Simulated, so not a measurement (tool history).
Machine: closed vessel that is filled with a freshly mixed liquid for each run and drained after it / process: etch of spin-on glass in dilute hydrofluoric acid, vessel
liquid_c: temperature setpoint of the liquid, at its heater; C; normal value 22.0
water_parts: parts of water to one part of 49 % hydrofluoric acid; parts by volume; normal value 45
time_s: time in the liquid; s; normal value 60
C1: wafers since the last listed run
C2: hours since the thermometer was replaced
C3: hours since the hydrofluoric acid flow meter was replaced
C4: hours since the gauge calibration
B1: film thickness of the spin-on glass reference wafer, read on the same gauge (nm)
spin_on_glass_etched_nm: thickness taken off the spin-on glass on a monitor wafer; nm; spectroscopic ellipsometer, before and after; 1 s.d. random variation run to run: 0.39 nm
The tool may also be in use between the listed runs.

run 1 hour=0.0 | liquid_c=18.0 water_parts=45 time_s=60 | C1=0 C2=996.6 C3=1104.7 C4=147.2 | B1=49.97 | spin_on_glass_etched_nm=53.95
run 2 hour=6.8 | liquid_c=19.0 water_parts=60 time_s=60 | C1=668 C2=1003.4 C3=1111.5 C4=154.0 | B1=49.99 | spin_on_glass_etched_nm=41.29
run 3 hour=21.6 | liquid_c=19.0 water_parts=60 time_s=60 | C1=1456 C2=1018.2 C3=1126.3 C4=168.8 | B1=50.02 | spin_on_glass_etched_nm=41.35
run 4 hour=37.0 | liquid_c=22.0 water_parts=45 time_s=60 | C1=1515 C2=1033.6 C3=1141.7 C4=184.2 | B1=50.00 | spin_on_glass_etched_nm=64.23
run 5 hour=45.6 | liquid_c=22.0 water_parts=45 time_s=60 | C1=846 C2=1042.2 C3=1150.3 C4=192.8 | B1=49.99 | spin_on_glass_etched_nm=63.72
run 6 hour=79.3 | liquid_c=22.0 water_parts=45 time_s=60 | C1=3315 C2=1075.9 C3=1184.0 C4=226.5 | B1=49.99 | spin_on_glass_etched_nm=63.99
run 7 hour=92.9 | liquid_c=22.0 water_parts=55 time_s=60 | C1=1337 C2=1089.5 C3=1197.6 C4=240.1 | B1=50.03 | spin_on_glass_etched_nm=51.96
run 8 hour=107.0 | liquid_c=22.0 water_parts=45 time_s=60 | C1=1387 C2=1103.6 C3=1211.7 C4=254.2 | B1=49.99 | spin_on_glass_etched_nm=63.95
run 9 hour=123.6 | liquid_c=22.0 water_parts=45 time_s=60 | C1=1633 C2=1120.2 C3=1228.3 C4=270.8 | B1=50.01 | spin_on_glass_etched_nm=63.44
run 10 hour=131.4 | liquid_c=22.0 water_parts=45 time_s=60 | C1=767 C2=1128.0 C3=1236.1 C4=278.6 | B1=49.99 | spin_on_glass_etched_nm=65.03
run 11 hour=183.0 | liquid_c=22.0 water_parts=45 time_s=60 | C1=5076 C2=1179.6 C3=1287.7 C4=330.2 | B1=50.01 | spin_on_glass_etched_nm=64.07
-- hour=186.9 hydrofluoric acid flow meter replaced
-- hour=194.1 thermometer replaced
run 12 hour=195.0 | liquid_c=22.0 water_parts=45 time_s=60 | C1=983 C2=0.9 C3=8.1 C4=342.2 | B1=50.01 | spin_on_glass_etched_nm=67.62
run 13 hour=208.8 | liquid_c=22.0 water_parts=45 time_s=60 | C1=1357 C2=14.7 C3=21.9 C4=356.0 | B1=49.98 | spin_on_glass_etched_nm=68.18
run 14 hour=224.9 | liquid_c=22.0 water_parts=30 time_s=30 | C1=1583 C2=30.8 C3=38.0 C4=372.1 | B1=49.98 | spin_on_glass_etched_nm=51.35
-- hour=232.7 hydrofluoric acid flow meter replaced, repeated, since the last time left the tool worse
run 15 hour=233.8 | liquid_c=19.5 water_parts=60 time_s=40 | C1=777 C2=39.7 C3=1.1 C4=381.0 | B1=50.01 | spin_on_glass_etched_nm=26.38
run 16 hour=248.0 | liquid_c=19.5 water_parts=60 time_s=40 | C1=1396 C2=53.9 C3=15.3 C4=395.2 | B1=50.00 | spin_on_glass_etched_nm=25.96
run 17 hour=254.9 | liquid_c=19.5 water_parts=45 time_s=50 | C1=678 C2=60.8 C3=22.2 C4=402.1 | B1=50.02 | spin_on_glass_etched_nm=44.46
run 18 hour=268.8 | liquid_c=26.0 water_parts=55 time_s=90 | C1=1367 C2=74.7 C3=36.1 C4=416.0 | B1=50.01 | spin_on_glass_etched_nm=85.27
-- hour=274.4 gauge calibrated
run 19 hour=281.0 | liquid_c=22.0 water_parts=45 time_s=60 | C1=1200 C2=86.9 C3=48.3 C4=6.6 | B1=49.98 | spin_on_glass_etched_nm=59.26

Expected results for the next run?
run 20 hour=287.1 | liquid_c=23.5 water_parts=55 time_s=45 | C1=600 C2=93.0 C3=54.4 C4=12.7 | B1=? | spin_on_glass_etched_nm=?

{"run 20": {"B1": 50.01, "spin_on_glass_etched_nm": 38.3}}
On a tool with no hidden condition, and with the same random variation, this run would have come out at spin_on_glass_etched_nm 37.71 nm.

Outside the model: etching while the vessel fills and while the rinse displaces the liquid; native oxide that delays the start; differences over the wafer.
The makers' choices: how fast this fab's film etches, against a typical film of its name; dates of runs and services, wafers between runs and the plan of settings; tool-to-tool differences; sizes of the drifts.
